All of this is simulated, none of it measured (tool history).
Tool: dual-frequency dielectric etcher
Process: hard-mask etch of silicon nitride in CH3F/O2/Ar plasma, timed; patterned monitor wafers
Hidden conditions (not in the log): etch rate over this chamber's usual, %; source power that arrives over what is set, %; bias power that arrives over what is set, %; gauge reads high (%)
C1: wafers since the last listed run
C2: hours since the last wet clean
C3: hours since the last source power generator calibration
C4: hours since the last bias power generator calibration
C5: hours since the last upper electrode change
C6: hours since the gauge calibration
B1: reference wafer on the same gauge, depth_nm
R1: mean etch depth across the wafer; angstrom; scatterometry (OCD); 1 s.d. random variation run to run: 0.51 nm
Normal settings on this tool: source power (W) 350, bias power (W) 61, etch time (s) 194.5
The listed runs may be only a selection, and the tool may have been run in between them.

Run 1, hour 0: usual settings; C1 0; C2 110.8; C3 1321.1; C4 1346.1; C5 1282.2; C6 543.9; B1 100. Result: R1 1131 angstrom.
Run 2, hour 26.7: usual settings; C1 139; C2 137.5; C3 1347.8; C4 1372.8; C5 1308.9; C6 570.6; B1 100. Result: R1 1137 angstrom.
Run 3, hour 86.1: usual settings; C1 310; C2 196.9; C3 1407.2; C4 1432.2; C5 1368.3; C6 630; B1 99.7. Result: R1 1128 angstrom.
Run 4, hour 129.4: usual settings but bias power (W) 66; C1 226; C2 240.2; C3 1450.5; C4 1475.5; C5 1411.6; C6 673.3; B1 99.6. Result: R1 1172 angstrom.
Run 5, hour 173.5: usual settings but bias power (W) 66; C1 230; C2 284.3; C3 1494.6; C4 1519.6; C5 1455.7; C6 717.4; B1 99.3. Result: R1 1175 angstrom.
Run 6, hour 235.9: usual settings but source power (W) 320; C1 326; C2 346.7; C3 1557; C4 1582; C5 1518.1; C6 779.8; B1 99. Result: R1 1080 angstrom.
At hour 247.9: gauge calibrated.
Run 7, hour 270.5: usual settings but source power (W) 320; C1 180; C2 381.3; C3 1591.6; C4 1616.6; C5 1552.7; C6 22.6; B1 102. Result: R1 1103 angstrom.
Run 8, hour 341.1: usual settings but bias power (W) 55; C1 369; C2 451.9; C3 1662.2; C4 1687.2; C5 1623.3; C6 93.2; B1 101.6. Result: R1 1087 angstrom.
Run 9, hour 403.6: usual settings; C1 326; C2 514.4; C3 1724.7; C4 1749.7; C5 1685.8; C6 155.7; B1 101.4. Result: R1 1139 angstrom.
Run 10, hour 427.6: usual settings; C1 125; C2 538.4; C3 1748.7; C4 1773.7; C5 1709.8; C6 179.7; B1 101.1. Result: R1 1145 angstrom.
Run 11, hour 472.3: usual settings; C1 233; C2 583.1; C3 1793.4; C4 1818.4; C5 1754.5; C6 224.4; B1 101. Result: R1 1154 angstrom.
At hour 503.3: wet clean of the chamber.
Run 12, hour 524.6: usual settings; C1 147; C2 21.3; C3 1845.7; C4 1870.7; C5 1806.8; C6 276.7; B1 100.6. Result: R1 1148 angstrom.
Run 13, hour 606.4: usual settings; C1 427; C2 103.1; C3 1927.5; C4 1952.5; C5 1888.6; C6 358.5; B1 100.6. Result: R1 1137 angstrom.
Run 14, hour 664: usual settings but source power (W) 420, bias power (W) 53, etch time (s) 253; C1 301; C2 160.7; C3 1985.1; C4 2010.1; C5 1946.2; C6 416.1; B1 100.2. Result: R1 1466 angstrom.
Run 15, hour 733.5: usual settings; C1 363; C2 230.2; C3 2054.6; C4 2079.6; C5 2015.7; C6 485.6; B1 100. Result: R1 1129 angstrom.
Run 16, hour 803.5: usual settings but source power (W) 410, bias power (W) 75, etch time (s) 242; C1 366; C2 300.2; C3 2124.6; C4 2149.6; C5 2085.7; C6 555.6; B1 99.6. Result: R1 1661 angstrom.
At hour 885.8: upper electrode replaced.
Run 17, hour 886.3: usual settings but source power (W) 320, etch time (s) 214; C1 307; C2 383; C3 2207.4; C4 2232.4; C5 0.5; C6 638.4; B1 99.3. Result: R1 1197 angstrom.
At hour 920.4: bias power generator calibrated.
Run 18, hour 920.9: usual settings but bias power (W) 75; C1 160; C2 417.6; C3 2242; C4 0.5; C5 35.1; C6 673; B1 99.2. Result: R1 1254 angstrom.
At hour 931.2: gauge calibrated.
Run 19, hour 992.3: usual settings but source power (W) 410, bias power (W) 48; C1 373; C2 489; C3 2313.4; C4 71.9; C5 106.5; C6 61.1; B1 101.4. Result: R1 1070 angstrom.
At hour 1044.8: wet clean of the chamber.
Run 20, hour 1045.3: usual settings but etch time (s) 166.5; C1 151; C2 0.5; C3 2366.4; C4 124.9; C5 159.5; C6 114.1; B1 101.2. Result: R1 983 angstrom.
At hour 1061.3: source power generator calibrated.
Run 21, hour 1109.9: usual settings but bias power (W) 68, etch time (s) 152; C1 316; C2 65.1; C3 48.6; C4 189.5; C5 224.1; C6 178.7; B1 101. Result: R1 939 angstrom.
Run 22, hour 1168.4: usual settings; C1 305; C2 123.6; C3 107.1; C4 248; C5 282.6; C6 237.2; B1 100.7. Result: R1 1137 angstrom.
Run 23, hour 1198.4: usual settings but etch time (s) 177; C1 156; C2 153.6; C3 137.1; C4 278; C5 312.6; C6 267.2; B1 100.6. Result: R1 1030 angstrom.
Run 24, hour 1270.2: usual settings but source power (W) 420, bias power (W) 69; C1 375; C2 225.4; C3 208.9; C4 349.8; C5 384.4; C6 339; B1 100.3. Result: R1 1306 angstrom.
Run 25, hour 1304.3: usual settings; C1 178; C2 259.5; C3 243; C4 383.9; C5 418.5; C6 373.1; B1 100.3. Result: R1 1129 angstrom.
Run 26, hour 1331.5: usual settings; C1 142; C2 286.7; C3 270.2; C4 411.1; C5 445.7; C6 400.3; B1 100.1. Result: R1 1134 angstrom.

Consider 3 possible next runs. They are alternatives, not a sequence: every one starts from the tool as it was left by run 26. What does each give?
Run A, hour 1332: usual settings but etch time (s) 241; C1 2; C2 287.2; C3 270.7; C4 411.6; C5 446.2; C6 400.8; B1 ?. Result: R1 ?.
Run B, hour 1332: usual settings but etch time (s) 214.5; C1 2; C2 287.2; C3 270.7; C4 411.6; C5 446.2; C6 400.8; B1 ?. Result: R1 ?.
Run C, hour 1332: usual settings but source power (W) 400; C1 2; C2 287.2; C3 270.7; C4 411.6; C5 446.2; C6 400.8; B1 ?. Result: R1 ?.

run    B1    R1
  A  99.8  1403
  B  99.8  1249
  C  99.8  1193
With no hidden state in the tool, these same runs would have given:
run    R1
  A  1431
  B  1274
  C  1217
